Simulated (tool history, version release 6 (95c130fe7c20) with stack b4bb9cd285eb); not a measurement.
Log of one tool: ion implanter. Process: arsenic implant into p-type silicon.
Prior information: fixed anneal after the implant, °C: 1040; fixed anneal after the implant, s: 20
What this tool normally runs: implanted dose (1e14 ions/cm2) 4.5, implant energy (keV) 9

run	hour	implanted dose (1e14 ions/cm2)	implant energy (keV)	wafers since the last listed run	hours since the last dose calibration	hours since the extraction supply was calibrated	hours since the gauge calibration	read-back reference wafer on the same gauge, sheet resistance	sheet resistance of the implanted and annealed layer (ohm/square)
1	0	4.5	9	0	456.5	4251.6	289.4	260.45	249.31
2	40	4.5	9	654	496.5	4291.6	329.4	260.02	247.56
3	66.1	4.5	9	426	522.6	4317.7	355.5	259.3	247.73
4	109.4	4.5	9	708	565.9	4361	398.8	258.89	248.3
# hour 111.3: gauge calibrated
5	178.9	4.5	9	1136	635.4	4430.5	67.6	261.4	251.51
6	248.3	4.5	10	1134	704.8	4499.9	137	261.14	249.48
7	302.3	4.5	10	882	758.8	4553.9	191	260.05	250.8
# hour 316.8: Faraday cup replaced and dose calibrated
# hour 335.6: extraction supply calibrated
8	362.2	3.26	11.5	717	45.4	26.6	250.9	259.96	317.42
9	433.3	4.02	8	1162	116.5	97.7	322	259.17	273.52
10	487.8	3.26	11	891	171	152.2	376.5	258.84	313.05
11	536.4	3.93	9	794	219.6	200.8	425.1	257.35	275.55
# hour 550.7: gauge calibrated
12	570.4	5.84	7	555	253.6	234.8	19.7	261.29	206.36
13	641.9	3.26	11.5	1169	325.1	306.3	91.2	260.51	317.69
14	698.6	4.5	9	927	381.8	363	147.9	260.6	250.43

Predict each of these 4 candidate next runs independently; none follows another, all start after run 14:
A	699	4.5	7.5	6	382.2	363.4	148.3	?	?
B	699	5.34	10.5	6	382.2	363.4	148.3	?	?
C	699	3.5	7	6	382.2	363.4	148.3	?	?
D	699	5.78	10.5	6	382.2	363.4	148.3	?	?

run	read-back reference wafer on the same gauge, sheet resistance	sheet resistance of the implanted and annealed layer (ohm/square)
A	261	253.17
B	261	218.63
C	261	309.52
D	261	205.9
With the hidden condition removed and each run's random variation left untouched, the same runs would have given:
run	sheet resistance of the implanted and annealed layer (ohm/square)
A	254.45
B	219.74
C	311.08
D	206.94
